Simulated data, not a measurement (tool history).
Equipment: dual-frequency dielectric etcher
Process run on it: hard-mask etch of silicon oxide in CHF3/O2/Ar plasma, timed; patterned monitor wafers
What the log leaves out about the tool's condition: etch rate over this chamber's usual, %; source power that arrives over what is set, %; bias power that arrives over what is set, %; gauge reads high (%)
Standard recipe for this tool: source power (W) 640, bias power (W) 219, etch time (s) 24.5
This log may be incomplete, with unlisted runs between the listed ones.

run	day	source power (W)	bias power (W)	etch time (s)	wafers since the last listed run	hours since the last wet clean	hours since the last source power generator calibration	hours since the last bias power generator calibration	hours since the last upper electrode change	hours since the gauge calibration	read-back reference wafer on the same gauge, depth_nm	mean etch depth across the wafer (nm)
1	0	640	219	24.5	0	268.5	1995.2	2094.4	4238.8	107.4	52.2	52.6
2	0.825	640	219	24.5	397	288.3	2015	2114.2	4258.6	127.2	52.2	52.3
3	1.754	640	219	24.5	447	310.6	2037.3	2136.5	4280.9	149.5	52.3	52.8
4	3.171	640	219	20	682	344.6	2071.3	2170.5	4314.9	183.5	52.2	42.8
5	3.729	640	219	20	269	358	2084.7	2183.9	4328.3	196.9	52.2	42.7
6	6.654	640	219	20	1409	428.2	2154.9	2254.1	4398.5	267.1	52.2	42.8
7	7.762	680	219	24.5	534	454.8	2181.5	2280.7	4425.1	293.7	52.2	52.9
8	8.796	680	219	24.5	498	479.6	2206.3	2305.5	4449.9	318.5	52.2	52.4
# day 9.633: gauge calibrated
9	9.95	680	219	24.5	556	507.3	2234	2333.2	4477.6	7.6	52.2	52.4
10	10.633	640	219	24.5	329	523.7	2250.4	2349.6	4494	24	52.3	51.7
# day 12.15: wet clean of the chamber
# day 12.3: source power generator calibrated
# day 13.104: upper electrode replaced
11	13.125	640	219	24.5	258	23.4	19.8	2409.4	0.5	83.8	52.2	53.1
12	13.138	530	235	17	6	23.7	20.1	2409.7	0.8	84.1	52.1	35.6
13	13.296	640	219	24.5	76	27.5	23.9	2413.5	4.6	87.9	52.2	53.4
14	14.042	520	202	29.5	359	45.4	41.8	2431.4	22.5	105.8	52.2	58.6
15	15.408	540	219	19.5	658	78.2	74.6	2464.2	55.3	138.6	52.2	40.4
# day 15.692: bias power generator calibrated
16	16.562	530	219	30	475	105.9	102.3	20.9	83	166.3	52.2	61.4
17	18.042	540	219	19.5	712	141.4	137.8	56.4	118.5	201.8	52.1	40.1
18	18.692	730	175	24.5	313	157	153.4	72	134.1	217.4	52.2	51.5
19	20.088	640	165	21	672	190.5	186.9	105.5	167.6	250.9	52.2	41.3
20	21.433	790	200	22	648	222.8	219.2	137.8	199.9	283.2	52.2	49.7
21	21.988	530	219	30	267	236.1	232.5	151.1	213.2	296.5	52.2	60.3
22	23.217	640	219	24.5	592	265.6	262	180.6	242.7	326	52.3	52.4
23	24.4	640	204	18	570	294	290.4	209	271.1	354.4	52.3	37.6

Consider 5 possible next runs. They are alternatives, not a sequence: every one starts from the tool as it was left by run 23. What does each give?
A	24.417	640	219	24.5	8	294.4	290.8	209.4	271.5	354.8	?	?
B	24.417	520	241	18	8	294.4	290.8	209.4	271.5	354.8	?	?
C	24.417	640	266	20.5	8	294.4	290.8	209.4	271.5	354.8	?	?
D	24.417	530	219	24.5	8	294.4	290.8	209.4	271.5	354.8	?	?
E	24.417	640	243	20.5	8	294.4	290.8	209.4	271.5	354.8	?	?

run	read-back reference wafer on the same gauge, depth_nm	mean etch depth across the wafer (nm)
A	52.2	52
B	52.2	36.9
C	52.2	46.5
D	52.2	49
E	52.2	45.1
The same runs, with their run-to-run variation unchanged, on a tool lacking any hidden condition would have given:
run	mean etch depth across the wafer (nm)
A	53.6
B	38
C	47.9
D	50.4
E	46.4
